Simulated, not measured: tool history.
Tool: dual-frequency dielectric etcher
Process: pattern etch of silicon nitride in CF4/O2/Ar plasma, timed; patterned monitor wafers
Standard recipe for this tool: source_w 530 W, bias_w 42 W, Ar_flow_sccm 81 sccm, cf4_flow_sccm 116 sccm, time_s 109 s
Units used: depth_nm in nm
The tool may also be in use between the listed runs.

run,hour,source_w,bias_w,Ar_flow_sccm,cf4_flow_sccm,time_s,wafers since the last listed run,hours since the last wet clean,hours since the last source power generator calibration,hours since the last bias power generator calibration,hours since the last Ar flow controller change,hours since the last CF4 flow controller change,hours since the last upper electrode change,hours since the gauge calibration,"read-back reference wafer on the same gauge, depth_nm",depth_nm
1,0,580,45,92,135,109,0,432.1,3563,57.1,1895.4,2755.7,5384.5,112.7,229.1,257.8
2,23.3,530,42,81,87,128.5,154,455.4,3586.3,80.4,1918.7,2779,5407.8,136,229.1,271
3,50.6,530,42,81,89,109,180,482.7,3613.6,107.7,1946,2806.3,5435.1,163.3,229,230.5
# hour 91.9: upper electrode replaced
# hour 112.7: wet clean of the chamber
4,113.2,530,42,81,116,109,118,0.5,3676.2,170.3,2008.6,2868.9,21.3,225.9,229.1,233.7
5,113.5,530,42,62,116,109,1,0.8,3676.5,170.6,2008.9,2869.2,21.6,226.2,229,237.1
6,123.6,530,42,81,116,126,66,10.9,3686.6,180.7,2019,2879.3,31.7,236.3,228.9,269.6
7,156.9,530,42,81,116,109,220,44.2,3719.9,214,2052.3,2912.6,65,269.6,229.1,234.5
8,179.8,480,46,81,116,141,151,67.1,3742.8,236.9,2075.2,2935.5,87.9,292.5,229,287.3
9,214.9,530,42,81,116,109,232,102.2,3777.9,272,2110.3,2970.6,123,327.6,229.2,235.1
10,230,530,42,65,128,109,100,117.3,3793,287.1,2125.4,2985.7,138.1,342.7,229,239.3
# hour 241.7: source power generator calibrated
11,262.8,530,42,81,116,87,190,150.1,21.1,319.9,2158.2,3018.5,170.9,375.5,229.1,187.1
# hour 291.6: Ar flow controller replaced
# hour 296.5: CF4 flow controller replaced
12,346.6,530,42,81,116,109,483,233.9,104.9,403.7,55,50.1,254.7,459.3,229,235.6
13,365.5,490,35,66,116,129.5,125,252.8,123.8,422.6,73.9,69,273.6,478.2,229.1,254.2
14,397.9,590,36,66,116,100,214,285.2,156.2,455,106.3,101.4,306,510.6,229,228.1
15,418.8,530,42,81,116,109,138,306.1,177.1,475.9,127.2,122.3,326.9,531.5,228.9,235.9
16,441.3,530,42,65,131,109,149,328.6,199.6,498.4,149.7,144.8,349.4,554,228.9,242.4
17,472.5,530,42,65,128,109,206,359.8,230.8,529.6,180.9,176,380.6,585.2,229,241.2
18,499.7,530,42,81,140,131,180,387,258,556.8,208.1,203.2,407.8,612.4,229.1,286.9
# hour 613.2: wet clean of the chamber
19,613.7,570,42,74,98,109,596,0.5,372,670.8,322.1,317.2,521.8,726.4,229.1,244.9
20,637,530,42,81,116,109,154,23.8,395.3,694.1,345.4,340.5,545.1,749.7,229,234.4

5 options for the next run, each taken on its own from the tool as it stands now. Forecast them:
A,637.4,530,42,81,116,109,2,24.2,395.7,694.5,345.8,340.9,545.5,750.1,?,?
B,637.4,530,47,67,106,109,2,24.2,395.7,694.5,345.8,340.9,545.5,750.1,?,?
C,637.4,410,51,81,116,109,2,24.2,395.7,694.5,345.8,340.9,545.5,750.1,?,?
D,637.4,530,45,61,116,109,2,24.2,395.7,694.5,345.8,340.9,545.5,750.1,?,?
E,637.4,650,36,95,116,109,2,24.2,395.7,694.5,345.8,340.9,545.5,750.1,?,?

run,"read-back reference wafer on the same gauge, depth_nm",depth_nm
A,229,234.2
B,229,242.3
C,229,203.8
D,229,242.4
E,229,261.1
Without the tool's unlogged condition, the same runs would have read:
run,depth_nm
A,233.4
B,241.4
C,203
D,241.6
E,260.2
